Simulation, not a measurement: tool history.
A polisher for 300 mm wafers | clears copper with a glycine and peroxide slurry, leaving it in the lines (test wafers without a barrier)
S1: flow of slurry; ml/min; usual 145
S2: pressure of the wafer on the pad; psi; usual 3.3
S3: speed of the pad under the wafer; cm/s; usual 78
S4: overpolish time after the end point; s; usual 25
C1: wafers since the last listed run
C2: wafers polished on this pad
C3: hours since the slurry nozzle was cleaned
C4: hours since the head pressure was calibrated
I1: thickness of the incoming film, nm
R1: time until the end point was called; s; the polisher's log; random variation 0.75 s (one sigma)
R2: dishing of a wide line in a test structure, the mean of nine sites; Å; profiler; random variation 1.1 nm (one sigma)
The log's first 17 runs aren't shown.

Run 18, hour 763.4: usual settings but S1 105 ml/min, S4 29 s; C1 363; C2 1558; C3 179.5; C4 393.3; I1 482. Result: R1 87 s, R2 840 Å.
Run 19, hour 814.6: usual settings; C1 392; C2 1951; C3 230.7; C4 444.5; I1 490.2. Result: R1 80.9 s, R2 805 Å.
Run 20, hour 883.6: usual settings; C1 529; C2 2481; C3 299.7; C4 513.5; I1 487.7. Result: R1 80 s, R2 826 Å.
Run 21, hour 948.4: usual settings but S1 160 ml/min; C1 497; C2 2978; C3 364.5; C4 578.3; I1 480.8. Result: R1 77.3 s, R2 813 Å.
At hour 975.9: slurry nozzle cleaned.
At hour 1020.8: worn pad replaced by a new one.
Run 22, hour 1094.3: usual settings but S1 175 ml/min; C1 1081; C2 563; C3 118.4; C4 724.2; I1 495.2. Result: R1 77.2 s, R2 834 Å.
Run 23, hour 1133.4: usual settings; C1 300; C2 863; C3 157.5; C4 763.3; I1 480.9. Result: R1 77.8 s, R2 835 Å.
Run 24, hour 1158.3: usual settings but S1 175 ml/min, S2 4.2 psi, S3 106 cm/s, S4 33 s; C1 191; C2 1054; C3 182.4; C4 788.2; I1 480.3. Result: R1 46.5 s, R2 1226 Å.
At hour 1208.8: head pressure recalibrated.
Run 25, hour 1209.3: usual settings; C1 375; C2 1430; C3 233.4; C4 0.5; I1 483.9. Result: R1 81.7 s, R2 794 Å.
Run 26, hour 1260.2: usual settings but S2 2.3 psi, S3 54 cm/s; C1 390; C2 1821; C3 284.3; C4 51.4; I1 489.3. Result: R1 145.9 s, R2 527 Å.
Run 27, hour 1335.5: usual settings but S1 175 ml/min, S4 32 s; C1 577; C2 2399; C3 359.6; C4 126.7; I1 488.2. Result: R1 82 s, R2 921 Å.
At hour 1374.8: slurry nozzle cleaned.
At hour 1424.3: worn pad replaced by a new one.
Run 28, hour 1548.1: usual settings but S2 3.9 psi, S4 33 s; C1 1592; C2 950; C3 173.3; C4 339.3; I1 484. Result: R1 70.3 s, R2 1045 Å.
Run 29, hour 1617.7: usual settings but S4 39 s; C1 534; C2 1484; C3 242.9; C4 408.9; I1 476.9. Result: R1 78.4 s, R2 1052 Å.
Run 30, hour 1660.7: usual settings; C1 329; C2 1814; C3 285.9; C4 451.9; I1 482.8. Result: R1 81.2 s, R2 813 Å.
Run 31, hour 1709.8: usual settings; C1 376; C2 2190; C3 335; C4 501; I1 488.5. Result: R1 82 s, R2 801 Å.
Run 32, hour 1767.1: usual settings but S3 98 cm/s; C1 439; C2 2630; C3 392.3; C4 558.3; I1 481. Result: R1 65.2 s, R2 902 Å.
Run 33, hour 1815.5: usual settings but S3 66 cm/s; C1 371; C2 3001; C3 440.7; C4 606.7; I1 487.4. Result: R1 92.9 s, R2 721 Å.
Run 34, hour 1862.4: usual settings but S1 100 ml/min, S4 34 s; C1 359; C2 3361; C3 487.6; C4 653.6; I1 480.1. Result: R1 88.3 s, R2 941 Å.
At hour 1878.5: worn pad replaced by a new one.
At hour 1893.6: slurry nozzle cleaned.
Run 35, hour 1906.9: usual settings but S1 180 ml/min; C1 303; C2 210; C3 13.3; C4 698.1; I1 483.1. Result: R1 74.3 s, R2 837 Å.

3 ways to go on from here, each from the tool as it stands after run 35. What would each give?
Run A, hour 1907.4: usual settings; C1 3; C2 214; C3 13.8; C4 698.6; I1 491.3. Result: R1 ?, R2 ?.
Run B, hour 1907.4: usual settings but S2 3.9 psi; C1 3; C2 214; C3 13.8; C4 698.6; I1 491.3. Result: R1 ?, R2 ?.
Run C, hour 1907.4: usual settings but S1 120 ml/min, S3 64 cm/s; C1 3; C2 214; C3 13.8; C4 698.6; I1 491.3. Result: R1 ?, R2 ?.

run    R1   R2
  A    78  823
  B  67.9  912
  C  95.1  727
Without the tool's hidden state the same runs would have given:
run    R1   R2
  A  80.1  806
  B  69.8  893
  C  97.5  713
